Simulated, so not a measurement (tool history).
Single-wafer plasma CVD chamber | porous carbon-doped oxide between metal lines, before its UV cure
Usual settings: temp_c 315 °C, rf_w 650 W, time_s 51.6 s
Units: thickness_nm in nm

run    hour  temp_c  rf_w  time_s  wafers since the last listed run  hours since the last thermocouple change  hours since the last RF generator calibration  hours since the showerhead was replaced  hours since the gauge calibration  read-back reference wafer on the same gauge, thickness_nm  thickness_nm
  1       0     315   700    46.5                                 0                                     208.1                                          939.6                                   2083.2                             2069.8                                                     307.26       268.483
  2    47.8     315   700    46.5                               975                                     255.9                                          987.4                                     2131                             2117.6                                                    307.026       268.336
  3    95.1     315   650    51.6                               965                                     303.2                                         1034.7                                   2178.3                             2164.9                                                     306.88       285.597
  4   154.8     324   650    51.6                              1218                                     362.9                                         1094.4                                     2238                             2224.6                                                    307.027        271.69
  5   259.6     324   650    51.6                              2138                                     467.7                                         1199.2                                   2342.8                             2329.4                                                    307.166       272.488
  6   308.3     324   650    51.6                               993                                     516.4                                         1247.9                                   2391.5                             2378.1                                                    306.938       272.939
  7   379.2     315   650    51.6                              1446                                     587.3                                         1318.8                                   2462.4                               2449                                                    306.941       284.285
  8   454.8     315   650    51.6                              1542                                     662.9                                         1394.4                                     2538                             2524.6                                                    306.995       285.356
  9   567.4     315   650    51.6                              2297                                     775.5                                           1507                                   2650.6                             2637.2                                                    307.025        284.68
 10   662.6     315   650    55.1                              1942                                     870.7                                         1602.2                                   2745.8                             2732.4                                                    306.832       302.302
 11   720.8     315   650    58.6                              1187                                     928.9                                         1660.4                                     2804                             2790.6                                                    306.951        321.82
        735  -- gauge calibrated
 12   810.9     315   650    51.6                              1838                                      1019                                         1750.5                                   2894.1                               75.9                                                    307.179       283.397
 13   852.1     315   650    51.6                               840                                    1060.2                                         1791.7                                   2935.3                              117.1                                                    306.874        283.07
 14   916.8     315   705    46.1                              1320                                    1124.9                                         1856.4                                     3000                              181.8                                                    306.897       261.707
 15  1011.1     315   730    51.6                              1924                                    1219.2                                         1950.7                                   3094.3                              276.1                                                    307.029       296.437
 16    1105     324   650    51.6                              1916                                    1313.1                                         2044.6                                   3188.2                                370                                                    306.962       266.942
     1184.3  -- RF generator calibrated
 17  1207.3     315   745    51.6                              1924                                    1415.4                                             23                                   3290.5                              472.3                                                    307.072       298.704
 18  1258.2     315   650    51.6                              1038                                    1466.3                                           73.9                                   3341.4                              523.2                                                    307.095       277.692
     1309.6  -- showerhead replaced
 19  1332.6     315   650    58.6                              1354                                    1540.7                                          148.3                                       23                              597.6                                                    307.006       313.702
     1383.2  -- thermocouple changed; heater temperature recalibrated
 20  1401.3     307   735    51.6                              1238                                      18.1                                            217                                     91.7                              666.3                                                    307.078       320.845
 21  1449.5     301   695    44.4                               983                                      66.3                                          265.2                                    139.9                              714.5                                                    307.117       278.332
 22  1511.5     315   650    51.6                              1265                                     128.3                                          327.2                                    201.9                              776.5                                                    306.874       286.924
 23  1598.1     302   560    42.8                              1767                                     214.9                                          413.8                                    288.5                              863.1                                                    306.944       240.592
 24    1651     315   650    56.1                              1079                                     267.8                                          466.7                                    341.4                                916                                                    307.119       311.926
 25  1754.6     315   650    51.6                              2114                                     371.4                                          570.3                                      445                             1019.6                                                    307.104       286.904
 26  1791.2     315   580    51.6                               746                                       408                                          606.9                                    481.6                             1056.2                                                    307.094       271.542
 27  1852.6     315   650    51.6                              1252                                     469.4                                          668.3                                      543                             1117.6                                                    306.919       286.325
 28  1931.5     315   650    51.6                              1610                                     548.3                                          747.2                                    621.9                             1196.5                                                    307.007       284.626
 29  2006.6     322   760    55.7                              1532                                     623.4                                          822.3                                      697                             1271.6                                                    306.907       319.707
 30    2066     310   720    60.2                              1212                                     682.8                                          881.7                                    756.4                               1331                                                    307.272       358.815
 31  2110.4     315   650    51.6                               906                                     727.2                                          926.1                                    800.8                             1375.4                                                     307.03        284.36
 32  2193.6     309   580    51.6                              1697                                     810.4                                         1009.3                                      884                             1458.6                                                    307.158       278.611
 33  2286.5     315   650      46                              1895                                     903.3                                         1102.2                                    976.9                             1551.5                                                    306.903       253.342
 34  2345.4     322   650    51.6                              1201                                     962.2                                         1161.1                                   1035.8                             1610.4                                                     307.14       272.465
 35  2430.4     315   780    54.9                              1734                                    1047.2                                         1246.1                                   1120.8                             1695.4                                                    306.769       328.052

Forecast each of these 3 alternatives for the next run:
  A  2430.8     309   650    51.6                                 8                                    1047.6                                         1246.5                                   1121.2                             1695.8                                                          ?             ?
  B  2430.8     303   695    58.1                                 8                                    1047.6                                         1246.5                                   1121.2                             1695.8                                                          ?             ?
  C  2430.8     315   720    58.9                                 8                                    1047.6                                         1246.5                                   1121.2                             1695.8                                                          ?             ?

run  read-back reference wafer on the same gauge, thickness_nm  thickness_nm
  A                                                    306.911       293.695
  B                                                    306.911       353.657
  C                                                    306.911        338.98
Without the tool's hidden state the same runs would have given:
run  thickness_nm
  A       298.227
  B       359.299
  C       343.999
